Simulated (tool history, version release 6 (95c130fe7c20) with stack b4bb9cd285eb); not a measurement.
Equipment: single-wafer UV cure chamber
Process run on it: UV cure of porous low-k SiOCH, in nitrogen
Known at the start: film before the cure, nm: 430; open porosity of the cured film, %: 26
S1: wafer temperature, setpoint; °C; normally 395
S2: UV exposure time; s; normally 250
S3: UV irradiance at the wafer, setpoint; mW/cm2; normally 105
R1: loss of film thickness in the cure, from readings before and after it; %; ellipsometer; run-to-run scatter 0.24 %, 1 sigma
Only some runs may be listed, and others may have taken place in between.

{"run": 1, "hour": 0.0, "S1": 395, "S2": 300, "S3": 118, "R1": 13.75}
{"run": 2, "hour": 73.7, "S1": 395, "S2": 300, "S3": 118, "R1": 13.974}
{"run": 3, "hour": 124.3, "S1": 395, "S2": 300, "S3": 118, "R1": 13.873}
{"run": 4, "hour": 187.8, "S1": 395, "S2": 295, "S3": 105, "R1": 13.227}
{"run": 5, "hour": 244.1, "S1": 395, "S2": 295, "S3": 105, "R1": 12.896}
{"run": 6, "hour": 315.4, "S1": 405, "S2": 250, "S3": 105, "R1": 12.24}
{"run": 7, "hour": 403.6, "S1": 405, "S2": 250, "S3": 105, "R1": 12.627}
{"run": 8, "hour": 479.3, "S1": 405, "S2": 250, "S3": 105, "R1": 12.765}
{"run": 9, "hour": 529.1, "S1": 395, "S2": 175, "S3": 105, "R1": 10.783}
{"hour": 636.0, "done": "quartz window cleaned"}
{"run": 10, "hour": 636.5, "S1": 395, "S2": 175, "S3": 105, "R1": 11.553}
{"run": 11, "hour": 672.6, "S1": 376, "S2": 290, "S3": 142, "R1": 14.863}
{"run": 12, "hour": 743.5, "S1": 413, "S2": 250, "S3": 134, "R1": 14.148}
{"hour": 803.6, "done": "UV bulbs replaced"}
{"run": 13, "hour": 804.1, "S1": 395, "S2": 105, "S3": 105, "R1": 8.822}
{"run": 14, "hour": 887.9, "S1": 375, "S2": 135, "S3": 130, "R1": 9.803}
{"run": 15, "hour": 939.2, "S1": 395, "S2": 300, "S3": 118, "R1": 13.763}
{"run": 16, "hour": 984.2, "S1": 384, "S2": 175, "S3": 127, "R1": 11.201}
{"run": 17, "hour": 1041.7, "S1": 395, "S2": 250, "S3": 105, "R1": 12.305}
{"run": 18, "hour": 1109.1, "S1": 375, "S2": 250, "S3": 143, "R1": 13.008}
{"run": 19, "hour": 1198.8, "S1": 395, "S2": 190, "S3": 69, "R1": 8.632}
{"run": 20, "hour": 1280.1, "S1": 376, "S2": 250, "S3": 105, "R1": 11.679}

Alternative continuations, all from the tool just after run 20; predict every row:
{"run": "A", "hour": 1280.6, "S1": 395, "S2": 250, "S3": 105, "R1": "?"}
{"run": "B", "hour": 1280.6, "S1": 381, "S2": 110, "S3": 144, "R1": "?"}
{"run": "C", "hour": 1280.6, "S1": 395, "S2": 250, "S3": 71, "R1": "?"}
{"run": "D", "hour": 1280.6, "S1": 380, "S2": 155, "S3": 79, "R1": "?"}

run=A R1=11.846
run=B R1=9.202
run=C R1=9.988
run=D R1=8.019
Stripped of hidden state, with their random variation kept, the same runs would have yielded:
run=A R1=13.304
run=B R1=10.586
run=C R1=11.393
run=D R1=9.366
